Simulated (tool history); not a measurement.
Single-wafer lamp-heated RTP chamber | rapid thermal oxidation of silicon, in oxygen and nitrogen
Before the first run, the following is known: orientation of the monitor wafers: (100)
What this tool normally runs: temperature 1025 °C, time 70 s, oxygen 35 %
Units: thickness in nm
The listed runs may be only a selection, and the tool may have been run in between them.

run,day,temperature,time,oxygen,wafers since the last listed run,wafers since the last pyrometer calibration,hours since the oxygen flow controller was replaced,hours since the gauge calibration,"read-back reference wafer on the same gauge, thickness",thickness
1,0,1025,70,35,0,2911,1955.4,175.3,6.219,5.901
2,1.65,1025,70,35,248,3160,1995,214.9,6.2,6.007
3,3.9,1025,70,35,339,3500,2049,268.9,6.206,5.905
# day 4.279: pyrometer window cleaned and pyrometer calibrated
4,6.2,1025,95,29,296,289,2104.2,324.1,6.206,6.1
5,12.842,1025,95,29,1001,1291,2263.6,483.5,6.21,6.228
6,15.425,1025,95,29,389,1681,2325.6,545.5,6.214,6.288
7,16.75,1025,58,43,199,1880,2357.4,577.3,6.21,5.796
# day 21.75: oxygen flow controller replaced
8,21.771,1025,70,53,706,2587,0.5,697.8,6.205,6.911
9,29.142,1025,94,35,1111,3699,177.4,874.7,6.21,6.812
# day 29.588: pyrometer window cleaned and pyrometer calibrated
10,31.104,1025,94,35,245,228,224.5,921.8,6.202,6.432
# day 33.633: gauge calibrated
11,33.683,1025,94,35,389,617,286.4,1.2,6.211,6.462
12,35.362,997,90,51,253,870,326.7,41.5,6.209,5.984
13,37.354,1025,70,35,300,1171,374.5,89.3,6.209,5.869
14,43.888,1025,90,17,985,2156,531.3,246.1,6.207,5.144
15,46.075,1025,70,35,329,2486,583.8,298.6,6.213,5.868
16,48.025,1034,44,17,294,2780,630.6,345.4,6.21,4.096
17,50.946,999,55,54,440,3221,700.7,415.5,6.212,5.176
18,52.542,1042,93,35,240,3461,739,453.8,6.207,7.632
# day 53.288: pyrometer window cleaned and pyrometer calibrated
19,55.15,1025,70,35,343,281,801.6,516.4,6.211,5.684
20,56.729,1025,94,35,238,519,839.5,554.3,6.211,6.49
21,58.271,1025,70,17,232,751,876.5,591.3,6.218,4.531
22,60.042,1053,90,58,267,1019,919,633.8,6.214,9.334
23,61.171,1025,70,35,170,1189,946.1,660.9,6.222,5.772

Below, each run's measurement less what the same run would have read without the hidden state. Both values contain the same run-to-run variation, but the gauge's scatter may not be the same in both:
Unlogged tool condition in this case: true wafer temperature minus pyrometer reading, K; deviation of the oxygen flow from its setpoint, %; gauge reads high (%).
run,thickness
1,+0.378
2,+0.392
3,+0.394
4,+0.135
5,+0.308
6,+0.35
7,+0.336
8,+0.458
9,+0.482
10,+0.112
11,+0.203
12,+0.239
13,+0.262
14,+0.286
15,+0.36
16,+0.222
17,+0.345
18,+0.507
19,+0.096
20,+0.168
21,+0.134
22,+0.363
23,+0.247
